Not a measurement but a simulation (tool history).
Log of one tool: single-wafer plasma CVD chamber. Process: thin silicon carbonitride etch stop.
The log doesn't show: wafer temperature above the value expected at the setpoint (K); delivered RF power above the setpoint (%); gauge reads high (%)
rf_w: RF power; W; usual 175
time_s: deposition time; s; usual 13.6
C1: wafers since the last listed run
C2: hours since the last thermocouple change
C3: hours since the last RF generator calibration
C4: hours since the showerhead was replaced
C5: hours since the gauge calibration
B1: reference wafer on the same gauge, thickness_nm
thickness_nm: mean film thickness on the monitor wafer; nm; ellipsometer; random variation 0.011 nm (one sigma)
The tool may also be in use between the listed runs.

{"run": 1, "hour": 0.0, "rf_w": 175, "time_s": 13.6, "C1": 0, "C2": 1284.2, "C3": 863.6, "C4": 5561.3, "C5": 102.1, "B1": 8.45, "thickness_nm": 7.312}
{"run": 2, "hour": 25.9, "rf_w": 175, "time_s": 13.6, "C1": 618, "C2": 1310.1, "C3": 889.5, "C4": 5587.2, "C5": 128.0, "B1": 8.446, "thickness_nm": 7.312}
{"run": 3, "hour": 61.0, "rf_w": 175, "time_s": 13.6, "C1": 837, "C2": 1345.2, "C3": 924.6, "C4": 5622.3, "C5": 163.1, "B1": 8.449, "thickness_nm": 7.302}
{"run": 4, "hour": 78.1, "rf_w": 175, "time_s": 13.6, "C1": 408, "C2": 1362.3, "C3": 941.7, "C4": 5639.4, "C5": 180.2, "B1": 8.454, "thickness_nm": 7.315}
{"hour": 88.5, "done": "gauge calibrated"}
{"run": 5, "hour": 104.5, "rf_w": 175, "time_s": 13.6, "C1": 630, "C2": 1388.7, "C3": 968.1, "C4": 5665.8, "C5": 16.0, "B1": 8.451, "thickness_nm": 7.308}
{"hour": 121.7, "done": "thermocouple changed; heater temperature recalibrated"}
{"run": 6, "hour": 132.5, "rf_w": 175, "time_s": 13.6, "C1": 477, "C2": 10.8, "C3": 996.1, "C4": 5693.8, "C5": 44.0, "B1": 8.453, "thickness_nm": 7.294}
{"run": 7, "hour": 167.2, "rf_w": 195, "time_s": 14.6, "C1": 828, "C2": 45.5, "C3": 1030.8, "C4": 5728.5, "C5": 78.7, "B1": 8.455, "thickness_nm": 8.039}
{"hour": 195.0, "done": "showerhead replaced"}
{"run": 8, "hour": 195.5, "rf_w": 195, "time_s": 14.6, "C1": 484, "C2": 73.8, "C3": 1059.1, "C4": 0.5, "C5": 107.0, "B1": 8.458, "thickness_nm": 8.08}
{"run": 9, "hour": 223.0, "rf_w": 175, "time_s": 13.6, "C1": 656, "C2": 101.3, "C3": 1086.6, "C4": 28.0, "C5": 134.5, "B1": 8.446, "thickness_nm": 7.301}
{"run": 10, "hour": 236.4, "rf_w": 195, "time_s": 14.5, "C1": 319, "C2": 114.7, "C3": 1100.0, "C4": 41.4, "C5": 147.9, "B1": 8.442, "thickness_nm": 8.009}
{"run": 11, "hour": 255.0, "rf_w": 175, "time_s": 13.6, "C1": 444, "C2": 133.3, "C3": 1118.6, "C4": 60.0, "C5": 166.5, "B1": 8.448, "thickness_nm": 7.284}
{"run": 12, "hour": 276.1, "rf_w": 155, "time_s": 14.3, "C1": 503, "C2": 154.4, "C3": 1139.7, "C4": 81.1, "C5": 187.6, "B1": 8.446, "thickness_nm": 7.433}
{"hour": 284.3, "done": "gauge calibrated"}
{"hour": 302.2, "done": "RF generator calibrated"}
{"run": 13, "hour": 308.6, "rf_w": 175, "time_s": 13.6, "C1": 584, "C2": 186.9, "C3": 6.4, "C4": 113.6, "C5": 24.3, "B1": 8.451, "thickness_nm": 7.479}
{"run": 14, "hour": 339.9, "rf_w": 145, "time_s": 12.5, "C1": 747, "C2": 218.2, "C3": 37.7, "C4": 144.9, "C5": 55.6, "B1": 8.456, "thickness_nm": 6.543}
{"run": 15, "hour": 372.7, "rf_w": 185, "time_s": 12.5, "C1": 783, "C2": 251.0, "C3": 70.5, "C4": 177.7, "C5": 88.4, "B1": 8.451, "thickness_nm": 6.96}
{"run": 16, "hour": 386.9, "rf_w": 160, "time_s": 11.6, "C1": 338, "C2": 265.2, "C3": 84.7, "C4": 191.9, "C5": 102.6, "B1": 8.446, "thickness_nm": 6.205}

Forecast each of these 5 alternatives for the next run:
{"run": "A", "hour": 387.3, "rf_w": 160, "time_s": 13.6, "C1": 9, "C2": 265.6, "C3": 85.1, "C4": 192.3, "C5": 103.0, "B1": "?", "thickness_nm": "?"}
{"run": "B", "hour": 387.3, "rf_w": 165, "time_s": 14.4, "C1": 9, "C2": 265.6, "C3": 85.1, "C4": 192.3, "C5": 103.0, "B1": "?", "thickness_nm": "?"}
{"run": "C", "hour": 387.3, "rf_w": 145, "time_s": 11.4, "C1": 9, "C2": 265.6, "C3": 85.1, "C4": 192.3, "C5": 103.0, "B1": "?", "thickness_nm": "?"}
{"run": "D", "hour": 387.3, "rf_w": 175, "time_s": 16.3, "C1": 9, "C2": 265.6, "C3": 85.1, "C4": 192.3, "C5": 103.0, "B1": "?", "thickness_nm": "?"}
{"run": "E", "hour": 387.3, "rf_w": 175, "time_s": 15.5, "C1": 9, "C2": 265.6, "C3": 85.1, "C4": 192.3, "C5": 103.0, "B1": "?", "thickness_nm": "?"}

run=A B1=8.455 thickness_nm=7.272
run=B B1=8.455 thickness_nm=7.760
run=C B1=8.455 thickness_nm=5.945
run=D B1=8.455 thickness_nm=8.918
run=E B1=8.455 thickness_nm=8.480
Without the tool's hidden state the same runs would have given:
run=A thickness_nm=7.310
run=B thickness_nm=7.801
run=C thickness_nm=5.977
run=D thickness_nm=8.965
run=E thickness_nm=8.525

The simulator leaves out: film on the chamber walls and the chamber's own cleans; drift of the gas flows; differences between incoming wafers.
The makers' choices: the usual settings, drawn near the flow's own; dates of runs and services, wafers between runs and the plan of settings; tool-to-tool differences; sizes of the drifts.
